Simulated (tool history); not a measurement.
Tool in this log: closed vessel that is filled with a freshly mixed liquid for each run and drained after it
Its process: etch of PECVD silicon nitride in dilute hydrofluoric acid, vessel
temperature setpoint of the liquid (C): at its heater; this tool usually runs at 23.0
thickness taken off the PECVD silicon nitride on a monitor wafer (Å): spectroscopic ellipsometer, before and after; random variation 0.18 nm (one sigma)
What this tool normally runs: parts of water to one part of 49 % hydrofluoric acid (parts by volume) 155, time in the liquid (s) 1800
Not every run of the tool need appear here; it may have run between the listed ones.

run	hour	temperature setpoint of the liquid (C)	parts of water to one part of 49 % hydrofluoric acid (parts by volume)	time in the liquid (s)	read-back film thickness of the PECVD silicon nitride reference wafer, read on the same gauge (nm)	thickness taken off the PECVD silicon nitride on a monitor wafer (Å)
1	0.0	23.0	155	1800	130.02	230.0
2	20.5	23.0	155	1800	130.01	225.8
3	32.5	23.0	155	2065	129.99	264.9
4	62.2	23.0	155	1800	130.01	230.6
5	81.4	23.0	155	1800	129.99	231.5
6	113.0	23.0	155	1800	130.00	233.2
7	140.0	23.0	155	2490	129.97	323.8
8	163.5	23.0	155	2490	129.94	318.1
# hour 197.6: thermometer replaced
9	199.4	26.0	155	1800	129.98	235.8
10	230.7	25.5	80	2370	130.02	572.0
11	298.0	23.0	155	1800	130.00	196.9
12	324.8	23.0	85	1800	129.99	356.8
13	340.6	23.0	85	1800	130.01	352.2
# hour 349.0: hydrofluoric acid flow meter replaced
# hour 385.7: gauge calibrated
14	417.4	23.0	155	780	130.01	85.1
15	445.2	23.0	120	2230	130.01	318.1
16	476.5	23.0	220	1800	130.01	143.3
17	498.6	23.0	85	1800	129.99	357.7

Forecast each of these 3 alternatives for the next run:
A	499.8	20.0	155	1800	?	?
B	499.8	23.0	155	875	?	?
C	499.8	23.0	80	2075	?	?

run	read-back film thickness of the PECVD silicon nitride reference wafer, read on the same gauge (nm)	thickness taken off the PECVD silicon nitride on a monitor wafer (Å)
A	130.01	165.1
B	130.01	97.6
C	130.01	444.7
Stripped of hidden state, with their random variation kept, the same runs would have yielded:
run	thickness taken off the PECVD silicon nitride on a monitor wafer (Å)
A	156.3
B	92.6
C	421.0
